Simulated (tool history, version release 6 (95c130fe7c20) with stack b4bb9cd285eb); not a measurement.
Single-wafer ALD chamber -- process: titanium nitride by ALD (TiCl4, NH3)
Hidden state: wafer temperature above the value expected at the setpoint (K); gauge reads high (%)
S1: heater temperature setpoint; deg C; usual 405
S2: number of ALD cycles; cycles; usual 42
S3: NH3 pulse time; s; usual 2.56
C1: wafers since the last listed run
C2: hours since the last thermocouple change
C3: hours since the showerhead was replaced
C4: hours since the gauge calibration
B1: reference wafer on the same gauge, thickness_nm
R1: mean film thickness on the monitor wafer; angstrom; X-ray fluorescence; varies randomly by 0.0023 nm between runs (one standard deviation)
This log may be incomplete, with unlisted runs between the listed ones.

| run | hour | S1 | S2 | S3 | C1 | C2 | C3 | C4 | B1 | R1 |
|---|---|---|---|---|---|---|---|---|---|---|
| 1 | 0 | 405 | 42 | 2.56 | 0 | 936.8 | 8433.7 | 42.2 | 0.827 | 9.26 |
| 2 | 14 | 405 | 42 | 2.56 | 64 | 950.8 | 8447.7 | 56.2 | 0.827 | 9.31 |
| 3 | 39.6 | 405 | 42 | 2.56 | 117 | 976.4 | 8473.3 | 81.8 | 0.827 | 9.31 |
| 4 | 62.6 | 405 | 42 | 2.56 | 105 | 999.4 | 8496.3 | 104.8 | 0.827 | 9.32 |
| 5 | 94.7 | 405 | 42 | 2.56 | 147 | 1031.5 | 8528.4 | 136.9 | 0.826 | 9.25 |
| 6 | 131.3 | 405 | 42 | 2.56 | 168 | 1068.1 | 8565 | 173.5 | 0.826 | 9.27 |
| 7 | 164.2 | 405 | 42 | 2.56 | 151 | 1101 | 8597.9 | 206.4 | 0.825 | 9.26 |
| 8 | 176.3 | 401 | 42 | 3.13 | 55 | 1113.1 | 8610 | 218.5 | 0.825 | 9.38 |
| 9 | 212.1 | 401 | 42 | 3.13 | 164 | 1148.9 | 8645.8 | 254.3 | 0.825 | 9.3 |
| 10 | 245.4 | 401 | 42 | 3.13 | 153 | 1182.2 | 8679.1 | 287.6 | 0.824 | 9.27 |
|  | 294.9 | thermocouple changed; heater temperature recalibrated |
|  | 299.4 | showerhead replaced |
| 11 | 299.9 | 405 | 42 | 2.56 | 193 | 5 | 0.5 | 342.1 | 0.823 | 9.25 |
| 12 | 330.4 | 405 | 42 | 2.56 | 140 | 35.5 | 31 | 372.6 | 0.822 | 9.23 |
| 13 | 361.6 | 405 | 42 | 2.56 | 143 | 66.7 | 62.2 | 403.8 | 0.821 | 9.2 |
| 14 | 381.3 | 405 | 42 | 2.56 | 90 | 86.4 | 81.9 | 423.5 | 0.82 | 9.2 |
| 15 | 412.9 | 405 | 42 | 1.99 | 145 | 118 | 113.5 | 455.1 | 0.819 | 9.11 |
| 16 | 436.2 | 405 | 42 | 2.56 | 107 | 141.3 | 136.8 | 478.4 | 0.818 | 9.26 |
| 17 | 463.2 | 391 | 47 | 2.56 | 124 | 168.3 | 163.8 | 505.4 | 0.817 | 10.17 |
| 18 | 481.5 | 405 | 42 | 2.56 | 84 | 186.6 | 182.1 | 523.7 | 0.816 | 9.17 |
| 19 | 503.1 | 396 | 42 | 3.34 | 99 | 208.2 | 203.7 | 545.3 | 0.815 | 9.24 |
| 20 | 536.1 | 405 | 47 | 2.11 | 151 | 241.2 | 236.7 | 578.3 | 0.814 | 10.22 |
| 21 | 563.3 | 405 | 36 | 2.56 | 125 | 268.4 | 263.9 | 605.5 | 0.813 | 7.83 |
| 22 | 598 | 398 | 40 | 3.46 | 159 | 303.1 | 298.6 | 640.2 | 0.811 | 8.76 |
| 23 | 623.5 | 415 | 45 | 2.56 | 117 | 328.6 | 324.1 | 665.7 | 0.81 | 9.78 |
|  | 645 | gauge calibrated |
| 24 | 658.2 | 405 | 42 | 2.85 | 159 | 363.3 | 358.8 | 13.2 | 0.83 | 9.34 |
| 25 | 673.5 | 405 | 36 | 1.89 | 70 | 378.6 | 374.1 | 28.5 | 0.83 | 7.9 |
| 26 | 702.1 | 399 | 35 | 2.07 | 131 | 407.2 | 402.7 | 57.1 | 0.83 | 7.69 |
| 27 | 732.3 | 405 | 39 | 3.05 | 139 | 437.4 | 432.9 | 87.3 | 0.83 | 8.71 |
| 28 | 752.9 | 405 | 47 | 3.37 | 94 | 458 | 453.5 | 107.9 | 0.829 | 10.52 |
| 29 | 788.2 | 405 | 42 | 2.56 | 162 | 493.3 | 488.8 | 143.2 | 0.829 | 9.35 |
| 30 | 816 | 420 | 36 | 2.94 | 127 | 521.1 | 516.6 | 171 | 0.829 | 8.07 |
| 31 | 837.2 | 393 | 34 | 2.56 | 97 | 542.3 | 537.8 | 192.2 | 0.828 | 7.5 |

Below, some changes in R1 between adjacent runs. For each, the amount present without the hidden state too (settings, incoming material, random variation) and the amount remaining for the hidden state with gauge scatter not shared by both compared results:
Run 19 -> 20: S1 396 -> 405, S2 42 -> 47, S3 3.34 -> 2.11. R1 +0.98 angstrom: hidden state -0.04, all else +1.02.
Run 20 -> 21: S2 47 -> 36, S3 2.11 -> 2.56. R1 -2.39 angstrom: hidden state +0.04, all else -2.43.
Run 23 -> 24: S1 415 -> 405, S2 45 -> 42, S3 2.56 -> 2.85, gauge calibrated. R1 -0.44 angstrom: hidden state +0.24, all else -0.68.
Run 24 -> 25: S2 42 -> 36, S3 2.85 -> 1.89. R1 -1.44 angstrom: hidden state +0, all else -1.44.
Run 27 -> 28: S2 39 -> 47, S3 3.05 -> 3.37. R1 +1.81 angstrom: hidden state +0, all else +1.81.
